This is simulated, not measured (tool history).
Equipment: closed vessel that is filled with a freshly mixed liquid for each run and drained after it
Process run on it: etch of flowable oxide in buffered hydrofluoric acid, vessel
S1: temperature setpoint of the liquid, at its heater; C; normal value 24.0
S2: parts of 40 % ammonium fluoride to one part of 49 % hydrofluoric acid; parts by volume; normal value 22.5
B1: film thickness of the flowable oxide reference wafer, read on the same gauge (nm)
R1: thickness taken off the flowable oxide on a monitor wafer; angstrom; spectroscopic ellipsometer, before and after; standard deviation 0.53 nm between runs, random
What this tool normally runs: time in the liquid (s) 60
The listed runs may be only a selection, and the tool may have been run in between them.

{"run": 1, "hour": 0.0, "S1": 24.0, "S2": 22.5, "time in the liquid (s)": 60, "B1": 120.01, "R1": 1251.8}
{"run": 2, "hour": 13.5, "S1": 24.0, "S2": 22.5, "time in the liquid (s)": 60, "B1": 120.01, "R1": 1262.3}
{"hour": 14.6, "done": "thermometer replaced"}
{"run": 3, "hour": 23.4, "S1": 25.0, "S2": 22.5, "time in the liquid (s)": 60, "B1": 120.02, "R1": 1527.3}
{"run": 4, "hour": 31.7, "S1": 25.0, "S2": 22.5, "time in the liquid (s)": 60, "B1": 119.99, "R1": 1526.3}
{"run": 5, "hour": 38.0, "S1": 24.0, "S2": 22.5, "time in the liquid (s)": 60, "B1": 120.01, "R1": 1437.2}
{"hour": 49.8, "done": "hydrofluoric acid flow meter replaced"}
{"run": 6, "hour": 53.1, "S1": 24.0, "S2": 22.5, "time in the liquid (s)": 60, "B1": 120.03, "R1": 1436.7}
{"run": 7, "hour": 68.1, "S1": 24.0, "S2": 25.5, "time in the liquid (s)": 60, "B1": 119.98, "R1": 1321.6}
{"run": 8, "hour": 82.0, "S1": 24.0, "S2": 25.5, "time in the liquid (s)": 60, "B1": 119.98, "R1": 1319.4}
{"run": 9, "hour": 90.2, "S1": 26.5, "S2": 22.5, "time in the liquid (s)": 35, "B1": 119.99, "R1": 960.8}
{"run": 10, "hour": 105.0, "S1": 24.0, "S2": 22.5, "time in the liquid (s)": 60, "B1": 119.99, "R1": 1438.2}
{"run": 11, "hour": 113.9, "S1": 24.0, "S2": 22.5, "time in the liquid (s)": 75, "B1": 120.03, "R1": 1783.9}
{"run": 12, "hour": 130.9, "S1": 24.0, "S2": 22.5, "time in the liquid (s)": 60, "B1": 119.99, "R1": 1435.5}
{"run": 13, "hour": 142.9, "S1": 24.0, "S2": 22.5, "time in the liquid (s)": 60, "B1": 120.02, "R1": 1428.1}
{"run": 14, "hour": 154.6, "S1": 19.0, "S2": 15.5, "time in the liquid (s)": 80, "B1": 119.99, "R1": 2015.5}
{"run": 15, "hour": 162.1, "S1": 24.0, "S2": 22.5, "time in the liquid (s)": 60, "B1": 120.01, "R1": 1429.6}
{"run": 16, "hour": 176.8, "S1": 25.5, "S2": 25.0, "time in the liquid (s)": 45, "B1": 119.98, "R1": 1079.8}
{"run": 17, "hour": 190.6, "S1": 20.0, "S2": 22.5, "time in the liquid (s)": 60, "B1": 119.99, "R1": 1148.9}
{"run": 18, "hour": 201.3, "S1": 28.0, "S2": 14.5, "time in the liquid (s)": 45, "B1": 120.01, "R1": 1975.5}
{"run": 19, "hour": 215.5, "S1": 28.0, "S2": 27.0, "time in the liquid (s)": 90, "B1": 119.99, "R1": 2358.4}
{"run": 20, "hour": 222.8, "S1": 24.0, "S2": 22.5, "time in the liquid (s)": 80, "B1": 120.0, "R1": 1895.2}
{"run": 21, "hour": 240.0, "S1": 24.0, "S2": 25.0, "time in the liquid (s)": 40, "B1": 119.98, "R1": 885.1}
{"hour": 241.4, "done": "gauge calibrated"}
{"run": 22, "hour": 256.0, "S1": 24.0, "S2": 22.5, "time in the liquid (s)": 60, "B1": 120.01, "R1": 1422.7}
{"run": 23, "hour": 271.5, "S1": 28.0, "S2": 27.0, "time in the liquid (s)": 90, "B1": 120.03, "R1": 2331.1}
{"run": 24, "hour": 288.6, "S1": 20.5, "S2": 22.5, "time in the liquid (s)": 60, "B1": 119.97, "R1": 1172.6}
{"run": 25, "hour": 318.2, "S1": 24.0, "S2": 22.5, "time in the liquid (s)": 60, "B1": 120.01, "R1": 1417.0}
{"run": 26, "hour": 325.6, "S1": 24.0, "S2": 22.5, "time in the liquid (s)": 90, "B1": 119.99, "R1": 2143.3}
{"run": 27, "hour": 336.8, "S1": 24.0, "S2": 19.0, "time in the liquid (s)": 80, "B1": 120.01, "R1": 2151.1}
{"run": 28, "hour": 348.0, "S1": 24.0, "S2": 30.0, "time in the liquid (s)": 60, "B1": 119.99, "R1": 1157.5}
{"run": 29, "hour": 361.4, "S1": 24.0, "S2": 28.0, "time in the liquid (s)": 90, "B1": 120.0, "R1": 1816.6}
{"run": 30, "hour": 371.0, "S1": 24.0, "S2": 22.5, "time in the liquid (s)": 60, "B1": 119.99, "R1": 1423.6}
{"run": 31, "hour": 380.0, "S1": 22.5, "S2": 18.5, "time in the liquid (s)": 60, "B1": 120.0, "R1": 1519.8}
{"run": 32, "hour": 394.4, "S1": 24.0, "S2": 22.5, "time in the liquid (s)": 60, "B1": 120.05, "R1": 1418.9}

Give the tool's hidden conditions for every run:
hydrofluoric acid flow below the setpoint (%): 0 in every run
gauge reads high (%): 0 in every run
H1: liquid colder than its thermometer reads (K)
run=1 H1=2.62
run=2 H1=2.63
run=3 H1=0.14
run=4 H1=0.148
run=5 H1=0.154
run=6 H1=0.169
run=7 H1=0.183
run=8 H1=0.197
run=9 H1=0.205
run=10 H1=0.219
run=11 H1=0.227
run=12 H1=0.244
run=13 H1=0.255
run=14 H1=0.267
run=15 H1=0.274
run=16 H1=0.288
run=17 H1=0.301
run=18 H1=0.312
run=19 H1=0.326
run=20 H1=0.333
run=21 H1=0.349
run=22 H1=0.365
run=23 H1=0.38
run=24 H1=0.396
run=25 H1=0.425
run=26 H1=0.432
run=27 H1=0.443
run=28 H1=0.453
run=29 H1=0.466
run=30 H1=0.476
run=31 H1=0.484
run=32 H1=0.498
